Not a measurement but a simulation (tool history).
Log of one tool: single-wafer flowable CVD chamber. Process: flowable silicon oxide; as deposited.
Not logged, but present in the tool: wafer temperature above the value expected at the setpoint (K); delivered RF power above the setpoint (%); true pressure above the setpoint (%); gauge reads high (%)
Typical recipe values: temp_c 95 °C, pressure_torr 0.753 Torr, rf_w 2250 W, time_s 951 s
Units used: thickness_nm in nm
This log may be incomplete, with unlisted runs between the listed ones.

run	hour	temp_c	pressure_torr	rf_w	time_s	wafers since the last listed run	hours since the last thermocouple change	hours since the last RF generator calibration	hours since the last manometer calibration	hours since the showerhead was replaced	hours since the gauge calibration	read-back reference wafer on the same gauge, thickness_nm	thickness_nm
1	0.0	95	0.753	2250	951	0	1725.0	918.4	605.6	5997.3	81.7	581.869	682.332
2	30.6	95	0.753	2250	951	41	1755.6	949.0	636.2	6027.9	112.3	582.247	680.626
3	45.4	95	0.753	2250	951	20	1770.4	963.8	651.0	6042.7	127.1	582.397	682.406
4	65.5	95	0.753	2250	951	27	1790.5	983.9	671.1	6062.8	147.2	581.617	682.800
5	87.2	95	0.753	2250	951	29	1812.2	1005.6	692.8	6084.5	168.9	581.470	679.052
6	113.7	95	0.753	2250	951	36	1838.7	1032.1	719.3	6111.0	195.4	581.738	680.784
7	129.6	95	0.753	2250	951	21	1854.6	1048.0	735.2	6126.9	211.3	582.025	680.706
8	143.9	95	0.753	2250	951	19	1868.9	1062.3	749.5	6141.2	225.6	581.823	681.850
9	161.8	95	0.753	2250	951	24	1886.8	1080.2	767.4	6159.1	243.5	581.685	679.881
10	188.6	95	0.753	2250	1094	36	1913.6	1107.0	794.2	6185.9	270.3	581.605	784.610
# hour 214.2: RF generator calibrated
11	214.7	95	0.753	2250	1094	24	1939.7	0.5	820.3	6212.0	296.4	582.489	781.915
12	241.0	95	0.753	2250	1094	35	1966.0	26.8	846.6	6238.3	322.7	581.974	785.161
13	273.5	95	0.654	2250	951	44	1998.5	59.3	879.1	6270.8	355.2	581.990	591.208
14	289.9	108	0.922	1825	951	22	2014.9	75.7	895.5	6287.2	371.6	582.107	532.457
15	309.8	95	0.656	2250	1005	27	2034.8	95.6	915.4	6307.1	391.5	581.226	625.686
# hour 346.6: capacitance manometer re-zeroed and calibrated
16	347.1	109	0.753	2110	951	39	2072.1	132.9	0.5	6344.4	428.8	581.517	445.806
17	371.2	95	0.753	2250	951	32	2096.2	157.0	24.6	6368.5	452.9	582.581	683.198
# hour 393.9: showerhead replaced
18	401.7	90	0.642	2510	951	30	2126.7	187.5	55.1	7.8	483.4	581.358	690.444
19	414.6	95	0.753	2665	900	17	2139.6	200.4	68.0	20.7	496.3	581.906	664.110
20	429.7	95	0.753	1895	1005	20	2154.7	215.5	83.1	35.8	511.4	581.319	681.243

Run 21 is up next; what results do you expect?
21	452.4	95	0.753	2250	951	30	2177.4	238.2	105.8	58.5	534.1	?	?

read-back reference wafer on the same gauge, thickness_nm: 582.023
thickness_nm: 681.384 nm
If the tool had no hidden condition, the same run with the same run-to-run variation would have returned thickness_nm 681.384 nm.

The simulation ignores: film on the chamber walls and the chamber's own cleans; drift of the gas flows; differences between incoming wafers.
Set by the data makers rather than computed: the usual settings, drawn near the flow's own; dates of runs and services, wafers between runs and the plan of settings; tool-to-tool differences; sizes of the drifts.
